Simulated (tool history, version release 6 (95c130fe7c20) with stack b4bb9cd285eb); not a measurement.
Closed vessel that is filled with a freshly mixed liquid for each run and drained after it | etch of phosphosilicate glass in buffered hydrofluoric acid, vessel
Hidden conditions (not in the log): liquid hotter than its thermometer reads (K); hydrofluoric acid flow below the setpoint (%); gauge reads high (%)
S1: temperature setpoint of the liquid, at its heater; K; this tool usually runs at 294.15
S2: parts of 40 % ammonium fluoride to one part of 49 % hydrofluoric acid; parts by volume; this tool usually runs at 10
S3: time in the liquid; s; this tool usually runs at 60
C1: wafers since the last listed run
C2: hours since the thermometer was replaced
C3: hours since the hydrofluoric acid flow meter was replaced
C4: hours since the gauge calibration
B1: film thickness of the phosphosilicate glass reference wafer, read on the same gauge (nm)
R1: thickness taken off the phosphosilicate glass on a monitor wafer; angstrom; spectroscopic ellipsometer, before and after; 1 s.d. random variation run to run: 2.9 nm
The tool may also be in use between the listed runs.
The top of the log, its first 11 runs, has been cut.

| run | hour | S1 | S2 | S3 | C1 | C2 | C3 | C4 | B1 | R1 |
|---|---|---|---|---|---|---|---|---|---|---|
| 12 | 248.4 | 294.15 | 10 | 60 | 1571 | 2175.2 | 483.4 | 501.8 | 130.02 | 4430.2 |
| 13 | 275.1 | 294.15 | 10 | 60 | 2098 | 2201.9 | 510.1 | 528.5 | 129.98 | 4471.2 |
| 14 | 296.3 | 294.15 | 10 | 60 | 1665 | 2223.1 | 531.3 | 549.7 | 130.03 | 4458.8 |
| 15 | 341.8 | 295.65 | 11.5 | 40 | 3575 | 2268.6 | 576.8 | 595.2 | 129.97 | 2794.7 |
| 16 | 356.8 | 294.15 | 13.5 | 60 | 1178 | 2283.6 | 591.8 | 610.2 | 129.99 | 3321.5 |
| 17 | 387.8 | 295.65 | 12.5 | 75 | 2435 | 2314.6 | 622.8 | 641.2 | 130.01 | 4900.2 |
|  | 398.2 | gauge calibrated |
| 18 | 422.5 | 291.65 | 10 | 60 | 2726 | 2349.3 | 657.5 | 24.3 | 129.97 | 3930.1 |
| 19 | 437.9 | 298.15 | 7.5 | 85 | 1210 | 2364.7 | 672.9 | 39.7 | 129.99 | 10219.7 |
| 20 | 460.1 | 298.65 | 6 | 35 | 1744 | 2386.9 | 695.1 | 61.9 | 129.96 | 5355.8 |
| 21 | 484.6 | 291.15 | 9 | 60 | 1925 | 2411.4 | 719.6 | 86.4 | 130 | 4147 |
| 22 | 516 | 292.15 | 10 | 60 | 2467 | 2442.8 | 751 | 117.8 | 130 | 4061.4 |
|  | 520.9 | thermometer replaced |
| 23 | 529.2 | 296.65 | 13.5 | 60 | 958 | 8.3 | 764.2 | 131 | 129.99 | 3399.7 |
| 24 | 547 | 295.65 | 12 | 85 | 1398 | 26.1 | 782 | 148.8 | 130.01 | 5076.4 |
|  | 551.5 | hydrofluoric acid flow meter replaced |
| 25 | 559.3 | 292.65 | 13 | 30 | 887 | 38.4 | 7.8 | 161.1 | 130.04 | 1405.9 |
| 26 | 580.9 | 292.65 | 9 | 45 | 1697 | 60 | 29.4 | 182.7 | 130.01 | 2930.3 |
| 27 | 593.9 | 295.65 | 12 | 85 | 1021 | 73 | 42.4 | 195.7 | 130.03 | 5134.1 |
| 28 | 609.6 | 294.15 | 10 | 60 | 1233 | 88.7 | 58.1 | 211.4 | 130 | 3959.3 |
| 29 | 640.1 | 290.15 | 7 | 35 | 2396 | 119.2 | 88.6 | 241.9 | 130 | 2626.4 |
| 30 | 711.9 | 296.15 | 10 | 60 | 5641 | 191 | 160.4 | 313.7 | 130.01 | 4473.3 |
| 31 | 745.8 | 294.15 | 10 | 60 | 2663 | 224.9 | 194.3 | 347.6 | 130.01 | 4017.2 |

Forecast each of these 5 alternatives for the next run:
| A | 746.5 | 298.65 | 10 | 60 | 55 | 225.6 | 195 | 348.3 | ? | ? |
| B | 746.5 | 297.65 | 10 | 45 | 55 | 225.6 | 195 | 348.3 | ? | ? |
| C | 746.5 | 297.65 | 8.5 | 95 | 55 | 225.6 | 195 | 348.3 | ? | ? |
| D | 746.5 | 294.15 | 10 | 40 | 55 | 225.6 | 195 | 348.3 | ? | ? |
| E | 746.5 | 294.15 | 8 | 50 | 55 | 225.6 | 195 | 348.3 | ? | ? |

| run | B1 | R1 |
|---|---|---|
| A | 129.98 | 5103.2 |
| B | 129.98 | 3626.3 |
| C | 129.98 | 8703.4 |
| D | 129.98 | 2660.9 |
| E | 129.98 | 4038.7 |
What these runs would have given with no unlogged condition in the tool:
| run | R1 |
|---|---|
| A | 4967.6 |
| B | 3529.2 |
| C | 8470.6 |
| D | 2588 |
| E | 3928.2 |
